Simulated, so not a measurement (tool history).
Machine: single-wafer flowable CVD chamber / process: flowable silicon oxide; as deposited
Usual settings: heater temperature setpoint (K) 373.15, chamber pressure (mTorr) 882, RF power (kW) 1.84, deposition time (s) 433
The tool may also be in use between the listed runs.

run,day,heater temperature setpoint (K),chamber pressure (mTorr),RF power (kW),deposition time (s),wafers since the last listed run,hours since the last thermocouple change,hours since the last RF generator calibration,hours since the last manometer calibration,hours since the showerhead was replaced,hours since the gauge calibration,"read-back reference wafer on the same gauge, thickness_nm",mean film thickness on the monitor wafer (Å)
1,0,373.15,882,1.84,433,0,1190.4,1655.8,1202.9,5049.5,14.8,274.998,3372.85
2,0.904,373.15,882,1.84,433,116,1212.1,1677.5,1224.6,5071.2,36.5,274.831,3367.48
3,1.621,373.15,882,1.84,433,92,1229.3,1694.7,1241.8,5088.4,53.7,274.466,3359
4,2.933,373.15,882,2.08,433,168,1260.8,1726.2,1273.3,5119.9,85.2,274.533,3448.56
5,3.775,373.15,882,2.08,433,108,1281,1746.4,1293.5,5140.1,105.4,274.568,3424.57
6,4.5,373.15,882,2.08,433,93,1298.4,1763.8,1310.9,5157.5,122.8,274.53,3426.16
7,5.671,373.15,706,1.84,433,150,1326.5,1791.9,1339,5185.6,150.9,275.019,2671.47
8,6.808,378.15,781,1.975,433,146,1353.8,1819.2,1366.3,5212.9,178.2,274.931,2628.41
# day 7.983: RF generator calibrated
9,8.179,373.15,882,2.075,478,133,1386.7,4.7,1399.2,5245.8,211.1,274.788,3810.01
10,9.079,373.15,882,1.725,433,115,1408.3,26.3,1420.8,5267.4,232.7,275.196,3323.74
11,10.025,373.15,753,1.635,433,121,1431,49,1443.5,5290.1,255.4,274.848,2818.6

For run 12, what comes out?
# day 11.483: gauge calibrated
# day 11.675: thermocouple changed; heater temperature recalibrated
# day 13.112: showerhead replaced
# day 13.246: capacitance manometer re-zeroed and calibrated
12,13.704,373.15,753,1.635,433,370,48.7,137.3,11,14.2,53.3,?,?

Logged for run 12: read-back reference wafer on the same gauge, thickness_nm 274.714, mean film thickness on the monitor wafer (Å) 2473.44.
Without the tool's hidden state the same run would have given mean film thickness on the monitor wafer (Å) 2427.66.

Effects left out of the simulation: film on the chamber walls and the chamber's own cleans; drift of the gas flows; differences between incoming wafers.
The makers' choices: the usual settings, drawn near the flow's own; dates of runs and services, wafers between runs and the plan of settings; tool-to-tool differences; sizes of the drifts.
